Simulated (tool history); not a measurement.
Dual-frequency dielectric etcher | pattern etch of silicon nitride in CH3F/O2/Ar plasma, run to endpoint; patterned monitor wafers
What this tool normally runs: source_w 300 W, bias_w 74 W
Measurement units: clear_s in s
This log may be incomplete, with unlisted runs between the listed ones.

| run | hour | source_w | bias_w | wafers since the last listed run | hours since the last wet clean | hours since the last source power generator calibration | hours since the last bias power generator calibration | hours since the last upper electrode change | incoming incoming film thickness, nm | clear_s |
|---|---|---|---|---|---|---|---|---|---|---|
| 1 | 0 | 300 | 74 | 0 | 61.2 | 2041.5 | 1948.2 | 1329.3 | 31.84 | 50.4 |
| 2 | 93.9 | 300 | 74 | 1171 | 155.1 | 2135.4 | 2042.1 | 1423.2 | 31.79 | 50.9 |
| 3 | 149.4 | 300 | 74 | 692 | 210.6 | 2190.9 | 2097.6 | 1478.7 | 31.9 | 51.4 |
| 4 | 256.8 | 300 | 74 | 1340 | 318 | 2298.3 | 2205 | 1586.1 | 31.45 | 50.8 |
| 5 | 350.6 | 300 | 74 | 1170 | 411.8 | 2392.1 | 2298.8 | 1679.9 | 31.53 | 51.6 |
| 6 | 401 | 300 | 74 | 628 | 462.2 | 2442.5 | 2349.2 | 1730.3 | 31.81 | 52 |
|  | 637.3 | wet clean of the chamber |
| 7 | 696.1 | 300 | 84 | 3382 | 58.8 | 2737.6 | 2644.3 | 2025.4 | 32.08 | 49.2 |
| 8 | 748.2 | 300 | 74 | 650 | 110.9 | 2789.7 | 2696.4 | 2077.5 | 31.63 | 50.3 |
| 9 | 980.9 | 300 | 74 | 2903 | 343.6 | 3022.4 | 2929.1 | 2310.2 | 31.61 | 51.5 |
| 10 | 1071.1 | 260 | 74 | 1125 | 433.8 | 3112.6 | 3019.3 | 2400.4 | 31.49 | 54.8 |
| 11 | 1121.5 | 260 | 74 | 628 | 484.2 | 3163 | 3069.7 | 2450.8 | 31.24 | 54.3 |
| 12 | 1163.6 | 340 | 74 | 525 | 526.3 | 3205.1 | 3111.8 | 2492.9 | 31.64 | 48.4 |
|  | 1228.1 | wet clean of the chamber |
| 13 | 1269.4 | 340 | 74 | 1020 | 41.3 | 3310.9 | 3217.6 | 2598.7 | 31.65 | 46.9 |
|  | 1361.1 | upper electrode replaced |
| 14 | 1363.9 | 340 | 74 | 879 | 135.8 | 3405.4 | 3312.1 | 2.8 | 31.51 | 47.9 |
| 15 | 1454 | 300 | 74 | 1124 | 225.9 | 3495.5 | 3402.2 | 92.9 | 31.52 | 50.8 |
| 16 | 1500.2 | 300 | 74 | 576 | 272.1 | 3541.7 | 3448.4 | 139.1 | 31.85 | 51.5 |
| 17 | 1562 | 300 | 74 | 771 | 333.9 | 3603.5 | 3510.2 | 200.9 | 31.71 | 50.9 |
| 18 | 1669.3 | 300 | 74 | 1338 | 441.2 | 3710.8 | 3617.5 | 308.2 | 31.7 | 52.1 |
| 19 | 1715.7 | 300 | 60 | 578 | 487.6 | 3757.2 | 3663.9 | 354.6 | 31.46 | 54.9 |
| 20 | 1759.9 | 300 | 74 | 551 | 531.8 | 3801.4 | 3708.1 | 398.8 | 31.61 | 51.9 |
| 21 | 1799.1 | 230 | 60 | 489 | 571 | 3840.6 | 3747.3 | 438 | 31.62 | 63.8 |
|  | 1908.8 | wet clean of the chamber |
| 22 | 1909.3 | 360 | 91 | 1075 | 0.5 | 3950.8 | 3857.5 | 548.2 | 31.45 | 42.8 |
|  | 1989.1 | source power generator calibrated |
| 23 | 2085.9 | 320 | 87 | 2153 | 177.1 | 96.8 | 4034.1 | 724.8 | 31.51 | 46.7 |
| 24 | 2182.9 | 220 | 83 | 1210 | 274.1 | 193.8 | 4131.1 | 821.8 | 31.63 | 57.2 |
| 25 | 2231.8 | 220 | 74 | 610 | 323 | 242.7 | 4180 | 870.7 | 31.53 | 60 |
| 26 | 2333.4 | 330 | 87 | 1267 | 424.6 | 344.3 | 4281.6 | 972.3 | 31.79 | 47.3 |
| 27 | 2388.7 | 300 | 85 | 690 | 479.9 | 399.6 | 4336.9 | 1027.6 | 31.04 | 48.5 |
| 28 | 2425.3 | 260 | 68 | 456 | 516.5 | 436.2 | 4373.5 | 1064.2 | 31.88 | 58.2 |
|  | 2460 | bias power generator calibrated |
|  | 2507.7 | wet clean of the chamber |
| 29 | 2521.3 | 270 | 74 | 848 | 13.6 | 532.2 | 61.3 | 1160.2 | 31.89 | 53 |
| 30 | 2586.3 | 330 | 84 | 811 | 78.6 | 597.2 | 126.3 | 1225.2 | 31.55 | 46.4 |
| 31 | 2744.3 | 360 | 91 | 1971 | 236.6 | 755.2 | 284.3 | 1383.2 | 31.59 | 43.3 |
| 32 | 2792.7 | 370 | 74 | 603 | 285 | 803.6 | 332.7 | 1431.6 | 31.56 | 46.6 |
| 33 | 2851.2 | 300 | 58 | 729 | 343.5 | 862.1 | 391.2 | 1490.1 | 31.34 | 55.1 |
| 34 | 2942.9 | 300 | 74 | 1144 | 435.2 | 953.8 | 482.9 | 1581.8 | 31.18 | 50.8 |
| 35 | 3017.4 | 260 | 74 | 929 | 509.7 | 1028.3 | 557.4 | 1656.3 | 31.47 | 55.5 |
| 36 | 3075.5 | 300 | 74 | 724 | 567.8 | 1086.4 | 615.5 | 1714.4 | 31.54 | 51.2 |

What if the next run were any one of these 3? Each begins from the tool's condition after run 36:
| A | 3075.9 | 300 | 74 | 4 | 568.2 | 1086.8 | 615.9 | 1714.8 | 31.68 | ? |
| B | 3075.9 | 250 | 91 | 4 | 568.2 | 1086.8 | 615.9 | 1714.8 | 31.68 | ? |
| C | 3075.9 | 350 | 74 | 4 | 568.2 | 1086.8 | 615.9 | 1714.8 | 31.68 | ? |

| run | clear_s |
|---|---|
| A | 52 |
| B | 52.9 |
| C | 48.3 |
Had the tool no hidden state, the same runs would have come out as:
| run | clear_s |
|---|---|
| A | 50.4 |
| B | 51.3 |
| C | 46.8 |
